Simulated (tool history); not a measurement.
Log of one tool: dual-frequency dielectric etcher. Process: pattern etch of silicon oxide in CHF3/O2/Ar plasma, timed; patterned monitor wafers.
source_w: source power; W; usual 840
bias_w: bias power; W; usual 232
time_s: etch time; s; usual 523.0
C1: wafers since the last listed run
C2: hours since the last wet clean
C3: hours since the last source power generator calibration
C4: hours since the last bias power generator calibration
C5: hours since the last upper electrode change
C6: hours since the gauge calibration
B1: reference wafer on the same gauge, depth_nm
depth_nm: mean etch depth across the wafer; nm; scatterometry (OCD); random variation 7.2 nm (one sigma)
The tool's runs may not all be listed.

Run 1, hour 0.0: usual settings; C1 0; C2 300.3; C3 1820.7; C4 2241.1; C5 2399.7; C6 8.4; B1 1461.3. Result: depth_nm 1246.5 nm.
Run 2, hour 98.5: usual settings but source_w 780 W; C1 311; C2 398.8; C3 1919.2; C4 2339.6; C5 2498.2; C6 106.9; B1 1459.7. Result: depth_nm 1200.1 nm.
Run 3, hour 143.5: usual settings but source_w 780 W; C1 142; C2 443.8; C3 1964.2; C4 2384.6; C5 2543.2; C6 151.9; B1 1461.0. Result: depth_nm 1202.1 nm.
Run 4, hour 223.4: usual settings; C1 252; C2 523.7; C3 2044.1; C4 2464.5; C5 2623.1; C6 231.8; B1 1461.8. Result: depth_nm 1259.5 nm.
Run 5, hour 294.8: usual settings; C1 225; C2 595.1; C3 2115.5; C4 2535.9; C5 2694.5; C6 303.2; B1 1458.1. Result: depth_nm 1259.8 nm.
Run 6, hour 353.7: usual settings; C1 186; C2 654.0; C3 2174.4; C4 2594.8; C5 2753.4; C6 362.1; B1 1459.2. Result: depth_nm 1254.8 nm.
At hour 532.5: wet clean of the chamber.
Run 7, hour 591.4: usual settings; C1 675; C2 58.9; C3 2412.1; C4 2832.5; C5 2991.1; C6 599.8; B1 1458.2. Result: depth_nm 1249.2 nm.
Run 8, hour 678.9: usual settings but bias_w 195 W, time_s 478.5 s; C1 276; C2 146.4; C3 2499.6; C4 2920.0; C5 3078.6; C6 687.3; B1 1458.5. Result: depth_nm 1045.9 nm.
Run 9, hour 738.0: usual settings but bias_w 180 W; C1 186; C2 205.5; C3 2558.7; C4 2979.1; C5 3137.7; C6 746.4; B1 1458.4. Result: depth_nm 1103.3 nm.
At hour 974.5: upper electrode replaced.
At hour 1012.9: source power generator calibrated.
Run 10, hour 1034.7: usual settings but source_w 650 W, bias_w 247 W, time_s 377.5 s; C1 849; C2 502.2; C3 21.8; C4 3275.8; C5 60.2; C6 1043.1; B1 1461.1. Result: depth_nm 804.1 nm.
Run 11, hour 1137.1: usual settings but source_w 770 W, bias_w 191 W; C1 323; C2 604.6; C3 124.2; C4 3378.2; C5 162.6; C6 1145.5; B1 1461.6. Result: depth_nm 1078.7 nm.
At hour 1190.1: wet clean of the chamber.
Run 12, hour 1240.9: usual settings; C1 252; C2 50.8; C3 228.0; C4 3482.0; C5 266.4; C6 1249.3; B1 1459.9. Result: depth_nm 1256.9 nm.
At hour 1252.3: bias power generator calibrated.
Run 13, hour 1279.7: usual settings but bias_w 250 W, time_s 374.5 s; C1 110; C2 89.6; C3 266.8; C4 27.4; C5 305.2; C6 1288.1; B1 1458.1. Result: depth_nm 918.7 nm.
Run 14, hour 1357.0: usual settings but source_w 690 W, bias_w 274 W, time_s 627.0 s; C1 244; C2 166.9; C3 344.1; C4 104.7; C5 382.5; C6 1365.4; B1 1460.7. Result: depth_nm 1426.7 nm.
Run 15, hour 1405.9: usual settings but source_w 780 W, bias_w 262 W, time_s 668.0 s; C1 154; C2 215.8; C3 393.0; C4 153.6; C5 431.4; C6 1414.3; B1 1461.0. Result: depth_nm 1615.3 nm.
Run 16, hour 1501.5: usual settings but source_w 930 W; C1 302; C2 311.4; C3 488.6; C4 249.2; C5 527.0; C6 1509.9; B1 1458.0. Result: depth_nm 1311.9 nm.
Run 17, hour 1541.4: usual settings but source_w 640 W, bias_w 210 W, time_s 678.5 s; C1 126; C2 351.3; C3 528.5; C4 289.1; C5 566.9; C6 1549.8; B1 1459.0. Result: depth_nm 1289.1 nm.
Run 18, hour 1625.3: usual settings but time_s 387.0 s; C1 265; C2 435.2; C3 612.4; C4 373.0; C5 650.8; C6 1633.7; B1 1458.1. Result: depth_nm 929.6 nm.
Run 19, hour 1677.9: usual settings; C1 166; C2 487.8; C3 665.0; C4 425.6; C5 703.4; C6 1686.3; B1 1462.0. Result: depth_nm 1243.7 nm.
Run 20, hour 1763.2: usual settings but source_w 670 W, time_s 404.5 s; C1 269; C2 573.1; C3 750.3; C4 510.9; C5 788.7; C6 1771.6; B1 1459.7. Result: depth_nm 835.5 nm.
Run 21, hour 1828.3: usual settings but source_w 990 W, bias_w 192 W; C1 205; C2 638.2; C3 815.4; C4 576.0; C5 853.8; C6 1836.7; B1 1460.0. Result: depth_nm 1219.6 nm.
Run 22, hour 1912.1: usual settings but source_w 690 W, bias_w 212 W, time_s 376.0 s; C1 264; C2 722.0; C3 899.2; C4 659.8; C5 937.6; C6 1920.5; B1 1459.4. Result: depth_nm 752.2 nm.
At hour 1995.2: wet clean of the chamber.
Run 23, hour 2014.9: usual settings but bias_w 180 W; C1 249; C2 19.7; C3 1002.0; C4 762.6; C5 1040.4; C6 2023.3; B1 1461.7. Result: depth_nm 1080.8 nm.
Run 24, hour 2064.3: usual settings; C1 156; C2 69.1; C3 1051.4; C4 812.0; C5 1089.8; C6 2072.7; B1 1461.8. Result: depth_nm 1232.4 nm.
Run 25, hour 2136.8: usual settings but source_w 780 W, bias_w 262 W, time_s 668.0 s; C1 229; C2 141.6; C3 1123.9; C4 884.5; C5 1162.3; C6 2145.2; B1 1458.8. Result: depth_nm 1619.4 nm.
Run 26, hour 2212.8: usual settings; C1 240; C2 217.6; C3 1199.9; C4 960.5; C5 1238.3; C6 2221.2; B1 1459.6. Result: depth_nm 1253.5 nm.
Run 27, hour 2280.6: usual settings but bias_w 202 W, time_s 594.0 s; C1 214; C2 285.4; C3 1267.7; C4 1028.3; C5 1306.1; C6 2289.0; B1 1461.3. Result: depth_nm 1312.1 nm.
Run 28, hour 2383.6: usual settings but source_w 780 W; C1 325; C2 388.4; C3 1370.7; C4 1131.3; C5 1409.1; C6 2392.0; B1 1461.0. Result: depth_nm 1192.9 nm.
Run 29, hour 2612.6: usual settings but source_w 970 W, bias_w 256 W; C1 723; C2 617.4; C3 1599.7; C4 1360.3; C5 1638.1; C6 2621.0; B1 1458.9. Result: depth_nm 1421.9 nm.

4 ways to go on from here, each from the tool as it stands after run 29. What would each give?
Run A, hour 2613.2: usual settings; C1 1; C2 618.0; C3 1600.3; C4 1360.9; C5 1638.7; C6 2621.6; B1 ?. Result: depth_nm ?.
Run B, hour 2613.2: usual settings but source_w 750 W, bias_w 182 W, time_s 632.5 s; C1 1; C2 618.0; C3 1600.3; C4 1360.9; C5 1638.7; C6 2621.6; B1 ?. Result: depth_nm ?.
Run C, hour 2613.2: usual settings but bias_w 279 W, time_s 410.0 s; C1 1; C2 618.0; C3 1600.3; C4 1360.9; C5 1638.7; C6 2621.6; B1 ?. Result: depth_nm ?.
Run D, hour 2613.2: usual settings but source_w 930 W, bias_w 214 W; C1 1; C2 618.0; C3 1600.3; C4 1360.9; C5 1638.7; C6 2621.6; B1 ?. Result: depth_nm ?.

run      B1  depth_nm
  A  1458.7    1248.4
  B  1458.7    1236.4
  C  1458.7    1076.1
  D  1458.7    1266.5
Without the tool's hidden state the same runs would have given:
run  depth_nm
  A    1240.3
  B    1228.9
  C    1068.8
  D    1258.5

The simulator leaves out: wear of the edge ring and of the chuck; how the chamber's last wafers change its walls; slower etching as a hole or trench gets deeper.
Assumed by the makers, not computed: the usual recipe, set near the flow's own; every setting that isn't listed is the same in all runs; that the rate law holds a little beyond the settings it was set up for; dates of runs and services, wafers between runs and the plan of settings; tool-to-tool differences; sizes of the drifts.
